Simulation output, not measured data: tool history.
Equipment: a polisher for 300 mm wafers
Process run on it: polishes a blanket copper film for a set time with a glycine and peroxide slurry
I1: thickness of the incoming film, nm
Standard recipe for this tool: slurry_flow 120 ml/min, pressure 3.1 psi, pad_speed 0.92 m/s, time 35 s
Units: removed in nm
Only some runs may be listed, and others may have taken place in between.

Run 1, hour 0: usual settings; I1 2222.1. Result: removed 171.6 nm.
Run 2, hour 27.9: usual settings; I1 2250.4. Result: removed 167.3 nm.
Run 3, hour 40.4: usual settings; I1 2272.2. Result: removed 160.2 nm.
At hour 50.1: worn pad replaced by a new one.
Run 4, hour 50.6: usual settings; I1 2226.5. Result: removed 164.4 nm.
Run 5, hour 62.6: usual settings but time 42 s; I1 2270.8. Result: removed 191.4 nm.
Run 6, hour 71.8: usual settings; I1 2292.7. Result: removed 158.4 nm.
At hour 88: slurry nozzle cleaned.
Run 7, hour 88.5: usual settings; I1 2248.9. Result: removed 203 nm.
Run 8, hour 99.5: usual settings but pad_speed 0.72 m/s; I1 2291. Result: removed 166.5 nm.
Run 9, hour 111.7: usual settings but pad_speed 0.76 m/s; I1 2254. Result: removed 172.6 nm.
Run 10, hour 118.7: usual settings; I1 2265.6. Result: removed 202.9 nm.
Run 11, hour 132: usual settings; I1 2254.1. Result: removed 200.7 nm.
Run 12, hour 139.5: usual settings; I1 2306.1. Result: removed 197.9 nm.
Run 13, hour 147.2: usual settings; I1 2260.6. Result: removed 198.6 nm.
At hour 165.1: worn pad replaced by a new one.
Run 14, hour 179.8: usual settings but pad_speed 1.14 m/s; I1 2298.5. Result: removed 235.1 nm.
At hour 191.6: head pressure recalibrated.
Run 15, hour 213: usual settings but pressure 2.7 psi, pad_speed 1.18 m/s, time 44 s; I1 2298.5. Result: removed 282.7 nm.
Run 16, hour 225.8: usual settings but slurry_flow 90 ml/min, pressure 2.3 psi, time 23 s; I1 2232.9. Result: removed 98.3 nm.
Run 17, hour 243.2: usual settings but pad_speed 0.78 m/s, time 30 s; I1 2303.9. Result: removed 151.8 nm.
Run 18, hour 256.5: usual settings but slurry_flow 90 ml/min, pressure 2.8 psi; I1 2282.5. Result: removed 171.2 nm.
Run 19, hour 272.9: usual settings but slurry_flow 85 ml/min, pad_speed 0.72 m/s; I1 2244.7. Result: removed 149.7 nm.
At hour 284.4: worn pad replaced by a new one.
Run 20, hour 285.3: usual settings but pad_speed 0.72 m/s; I1 2283.3. Result: removed 165.1 nm.
Run 21, hour 296: usual settings but pressure 2.1 psi; I1 2271.1. Result: removed 158.3 nm.
Run 22, hour 311.1: usual settings; I1 2259.3. Result: removed 197.8 nm.
Run 23, hour 323.6: usual settings but slurry_flow 100 ml/min, pressure 3.4 psi, pad_speed 0.68 m/s, time 39 s; I1 2218.7. Result: removed 177.2 nm.
Run 24, hour 336.7: usual settings but pad_speed 1.14 m/s; I1 2222.2. Result: removed 238.1 nm.
Run 25, hour 346.2: usual settings; I1 2254.8. Result: removed 194.1 nm.
Run 26, hour 352.6: usual settings; I1 2269.8. Result: removed 197.9 nm.
Run 27, hour 363.4: usual settings but slurry_flow 100 ml/min, pressure 3.9 psi, pad_speed 1.2 m/s, time 26 s; I1 2268.5. Result: removed 196.4 nm.
Run 28, hour 374: usual settings but slurry_flow 155 ml/min, pressure 3.4 psi, time 44 s; I1 2284.3. Result: removed 270.5 nm.
Run 29, hour 384.3: usual settings; I1 2301. Result: removed 192.9 nm.
Run 30, hour 392: usual settings but pad_speed 0.76 m/s; I1 2295.1. Result: removed 167.8 nm.
At hour 406.8: worn pad replaced by a new one.
Run 31, hour 407.3: usual settings but pressure 2.3 psi; I1 2271.1. Result: removed 163.2 nm.
Run 32, hour 411.5: usual settings but slurry_flow 150 ml/min, pressure 2.3 psi; I1 2306.7. Result: removed 176.5 nm.
Run 33, hour 426.4: usual settings but time 38 s; I1 2254.4. Result: removed 213.4 nm.
Run 34, hour 441.3: usual settings but pressure 2.4 psi, pad_speed 0.7 m/s; I1 2265.1. Result: removed 138.5 nm.
Run 35, hour 447.8: usual settings but slurry_flow 140 ml/min, time 29 s; I1 2274.5. Result: removed 167.6 nm.
Run 36, hour 464.9: usual settings but pad_speed 0.68 m/s, time 42 s; I1 2284.3. Result: removed 182.3 nm.

Consider 5 possible next runs. They are alternatives, not a sequence: every one starts from the tool as it was left by run 36. What does each give?
Run A, hour 465.3: usual settings but pressure 2.2 psi; I1 2309.8. Result: removed ?.
Run B, hour 465.3: usual settings but slurry_flow 150 ml/min, pad_speed 1.12 m/s, time 30 s; I1 2309.8. Result: removed ?.
Run C, hour 465.3: usual settings but slurry_flow 160 ml/min, pressure 2.2 psi, pad_speed 1.18 m/s, time 31 s; I1 2309.8. Result: removed ?.
Run D, hour 465.3: usual settings but pressure 4 psi, pad_speed 1.18 m/s; I1 2309.8. Result: removed ?.
Run E, hour 465.3: usual settings but slurry_flow 90 ml/min, pad_speed 0.74 m/s, time 45 s; I1 2309.8. Result: removed ?.

run  removed
  A    159.3
  B    204.4
  C    183.2
  D    277.1
  E    190.9
The same runs, with their run-to-run variation unchanged, on a tool lacking any hidden condition would have given:
run  removed
  A    168.9
  B    214.3
  C    191.5
  D    293.9
  E    206.3
